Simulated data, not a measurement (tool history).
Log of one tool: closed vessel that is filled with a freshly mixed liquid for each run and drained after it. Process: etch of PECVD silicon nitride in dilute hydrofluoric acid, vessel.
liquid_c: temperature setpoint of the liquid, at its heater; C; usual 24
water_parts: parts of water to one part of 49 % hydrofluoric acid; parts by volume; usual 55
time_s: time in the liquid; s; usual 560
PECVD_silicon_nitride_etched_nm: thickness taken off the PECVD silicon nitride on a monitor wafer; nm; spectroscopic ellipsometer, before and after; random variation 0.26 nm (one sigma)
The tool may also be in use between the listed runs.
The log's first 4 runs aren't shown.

run	hour	liquid_c	water_parts	time_s	wafers since the last listed run	hours since the thermometer was replaced	hours since the hydrofluoric acid flow meter was replaced	hours since the gauge calibration	read-back film thickness of the PECVD silicon nitride reference wafer, read on the same gauge (nm)	PECVD_silicon_nitride_etched_nm
5	224.3	24	55	460	5607	2051.3	366.4	1567.8	67.87	41.63
6	261.6	24	55	560	3304	2088.6	403.7	1605.1	67.77	50.88
7	466.5	24	55	560	18151	2293.5	608.6	1810	67.21	50.42
8	523	22.5	55	560	5005	2350	665.1	1866.5	67.09	45.22
9	549.6	21.5	55	560	2356	2376.6	691.7	1893.1	67.01	42.29
10	593	21.5	55	560	3844	2420	735.1	1936.5	66.84	42.01
# hour 600.4: gauge calibrated
11	656.6	24	55	560	5634	2483.6	798.7	56.2	70.01	51.73
12	725	24	55	560	6059	2552	867.1	124.6	70.03	52.18
13	766.5	24	55	560	3676	2593.5	908.6	166.1	70.03	52.1
14	826.5	24	60	560	5315	2653.5	968.6	226.1	70	48.11
15	871.1	24	60	560	3950	2698.1	1013.2	270.7	69.95	47.94
16	905.4	24	60	560	3038	2732.4	1047.5	305	69.94	48.22
17	970.7	24	55	560	5784	2797.7	1112.8	370.3	69.91	51.63
18	1035.5	21.5	75	560	5740	2862.5	1177.6	435.1	69.87	32.25
# hour 1047.6: hydrofluoric acid flow meter replaced
19	1140.8	24	55	560	9239	2967.8	93.2	540.4	69.75	52.16
20	1165.7	21.5	65	835	2205	2992.7	118.1	565.3	69.74	55.53
21	1198.2	20.5	45	560	2879	3025.2	150.6	597.8	69.78	49.81

Forecast run 22:
22	1250.3	21	55	320	4615	3077.3	202.7	649.9	?	?

Run 22 gave read-back film thickness of the PECVD silicon nitride reference wafer, read on the same gauge (nm) 69.69, PECVD_silicon_nitride_etched_nm 24.19 nm.
Without the tool's hidden state the same run would have given PECVD_silicon_nitride_etched_nm 24.3 nm.
